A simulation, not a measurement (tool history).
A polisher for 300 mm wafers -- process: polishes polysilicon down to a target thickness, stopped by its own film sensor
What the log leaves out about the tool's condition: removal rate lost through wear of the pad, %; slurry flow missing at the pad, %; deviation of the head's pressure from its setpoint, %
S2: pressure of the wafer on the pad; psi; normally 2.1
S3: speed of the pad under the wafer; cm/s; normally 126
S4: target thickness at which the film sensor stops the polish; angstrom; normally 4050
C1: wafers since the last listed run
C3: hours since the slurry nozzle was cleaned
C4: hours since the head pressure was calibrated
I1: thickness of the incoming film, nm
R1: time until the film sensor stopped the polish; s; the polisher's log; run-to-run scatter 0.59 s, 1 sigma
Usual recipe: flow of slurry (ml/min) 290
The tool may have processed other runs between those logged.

run 1 hour=0.0 | flow_of_slurry_(ml/min)=290 S2=2.1 S3=126 S4=4050 | C1=0 wafers_polished_on_this_pad=62 C3=860.8 C4=1019.8 | I1=724.4 | R1=31.3
run 2 hour=13.4 | flow_of_slurry_(ml/min)=290 S2=2.1 S3=126 S4=4050 | C1=154 wafers_polished_on_this_pad=217 C3=874.2 C4=1033.2 | I1=728.2 | R1=32.4
run 3 hour=26.2 | flow_of_slurry_(ml/min)=290 S2=2.1 S3=126 S4=4050 | C1=147 wafers_polished_on_this_pad=364 C3=887.0 C4=1046.0 | I1=717.6 | R1=32.2
run 4 hour=36.6 | flow_of_slurry_(ml/min)=290 S2=2.1 S3=126 S4=4050 | C1=119 wafers_polished_on_this_pad=483 C3=897.4 C4=1056.4 | I1=714.4 | R1=32.2
run 5 hour=53.0 | flow_of_slurry_(ml/min)=290 S2=2.1 S3=126 S4=4050 | C1=188 wafers_polished_on_this_pad=672 C3=913.8 C4=1072.8 | I1=728.0 | R1=33.6
run 6 hour=62.9 | flow_of_slurry_(ml/min)=290 S2=2.1 S3=126 S4=4050 | C1=113 wafers_polished_on_this_pad=786 C3=923.7 C4=1082.7 | I1=719.8 | R1=32.2
run 7 hour=76.2 | flow_of_slurry_(ml/min)=290 S2=2.1 S3=108 S4=4050 | C1=153 wafers_polished_on_this_pad=939 C3=937.0 C4=1096.0 | I1=736.1 | R1=41.3
-- hour=84.6 worn pad replaced by a new one
run 8 hour=91.7 | flow_of_slurry_(ml/min)=290 S2=2.1 S3=126 S4=4050 | C1=132 wafers_polished_on_this_pad=81 C3=952.5 C4=1111.5 | I1=727.1 | R1=35.3
run 9 hour=98.2 | flow_of_slurry_(ml/min)=290 S2=2.1 S3=126 S4=4050 | C1=74 wafers_polished_on_this_pad=156 C3=959.0 C4=1118.0 | I1=741.0 | R1=36.7
run 10 hour=104.7 | flow_of_slurry_(ml/min)=290 S2=2.1 S3=126 S4=4050 | C1=74 wafers_polished_on_this_pad=231 C3=965.5 C4=1124.5 | I1=739.2 | R1=39.1
-- hour=110.5 slurry nozzle cleaned
run 11 hour=120.2 | flow_of_slurry_(ml/min)=290 S2=2.1 S3=126 S4=4050 | C1=166 wafers_polished_on_this_pad=397 C3=9.7 C4=1140.0 | I1=731.1 | R1=36.4
-- hour=134.9 worn pad replaced by a new one, repeated, since the last time left the tool worse
-- hour=137.1 head pressure recalibrated
run 12 hour=166.0 | flow_of_slurry_(ml/min)=210 S2=1.8 S3=102 S4=3490 | C1=457 wafers_polished_on_this_pad=335 C3=55.5 C4=28.9 | I1=727.5 | R1=58.4
run 13 hour=177.8 | flow_of_slurry_(ml/min)=290 S2=2.1 S3=142 S4=4050 | C1=135 wafers_polished_on_this_pad=471 C3=67.3 C4=40.7 | I1=723.9 | R1=29.3
run 14 hour=186.7 | flow_of_slurry_(ml/min)=290 S2=2.1 S3=126 S4=2920 | C1=102 wafers_polished_on_this_pad=573 C3=76.2 C4=49.6 | I1=738.3 | R1=46.6
run 15 hour=193.5 | flow_of_slurry_(ml/min)=375 S2=2.1 S3=126 S4=4050 | C1=78 wafers_polished_on_this_pad=651 C3=83.0 C4=56.4 | I1=738.7 | R1=34.0
run 16 hour=202.1 | flow_of_slurry_(ml/min)=290 S2=2.1 S3=126 S4=4050 | C1=98 wafers_polished_on_this_pad=750 C3=91.6 C4=65.0 | I1=717.9 | R1=32.1
run 17 hour=211.8 | flow_of_slurry_(ml/min)=290 S2=2.1 S3=126 S4=4050 | C1=111 wafers_polished_on_this_pad=862 C3=101.3 C4=74.7 | I1=729.2 | R1=33.9
-- hour=218.0 worn pad replaced by a new one
run 18 hour=234.8 | flow_of_slurry_(ml/min)=290 S2=2.4 S3=126 S4=4050 | C1=218 wafers_polished_on_this_pad=193 C3=124.3 C4=97.7 | I1=726.9 | R1=27.9
run 19 hour=263.5 | flow_of_slurry_(ml/min)=320 S2=2.8 S3=112 S4=3330 | C1=330 wafers_polished_on_this_pad=523 C3=153.0 C4=126.4 | I1=727.1 | R1=33.7
run 20 hour=271.3 | flow_of_slurry_(ml/min)=210 S2=1.4 S3=160 S4=3290 | C1=89 wafers_polished_on_this_pad=613 C3=160.8 C4=134.2 | I1=731.0 | R1=50.9
run 21 hour=279.8 | flow_of_slurry_(ml/min)=290 S2=2.1 S3=126 S4=4050 | C1=97 wafers_polished_on_this_pad=711 C3=169.3 C4=142.7 | I1=738.8 | R1=34.4

Here are 5 independent what-if runs from the current tool condition. What would each one return?
run A hour=280.2 | flow_of_slurry_(ml/min)=290 S2=2.1 S3=126 S4=4050 | C1=4 wafers_polished_on_this_pad=715 C3=169.7 C4=143.1 | I1=731.1 | R1=?
run B hour=280.2 | flow_of_slurry_(ml/min)=290 S2=2.1 S3=138 S4=4050 | C1=4 wafers_polished_on_this_pad=715 C3=169.7 C4=143.1 | I1=731.1 | R1=?
run C hour=280.2 | flow_of_slurry_(ml/min)=290 S2=1.9 S3=150 S4=4600 | C1=4 wafers_polished_on_this_pad=715 C3=169.7 C4=143.1 | I1=731.1 | R1=?
run D hour=280.2 | flow_of_slurry_(ml/min)=340 S2=1.7 S3=126 S4=3380 | C1=4 wafers_polished_on_this_pad=715 C3=169.7 C4=143.1 | I1=731.1 | R1=?
run E hour=280.2 | flow_of_slurry_(ml/min)=290 S2=2.1 S3=148 S4=4050 | C1=4 wafers_polished_on_this_pad=715 C3=169.7 C4=143.1 | I1=731.1 | R1=?

run=A R1=34.2
run=B R1=31.2
run=C R1=26.4
run=D R1=50.3
run=E R1=29.1
What these runs would have given with no unlogged condition in the tool:
run=A R1=32.4
run=B R1=29.6
run=C R1=25.0
run=D R1=47.7
run=E R1=27.6
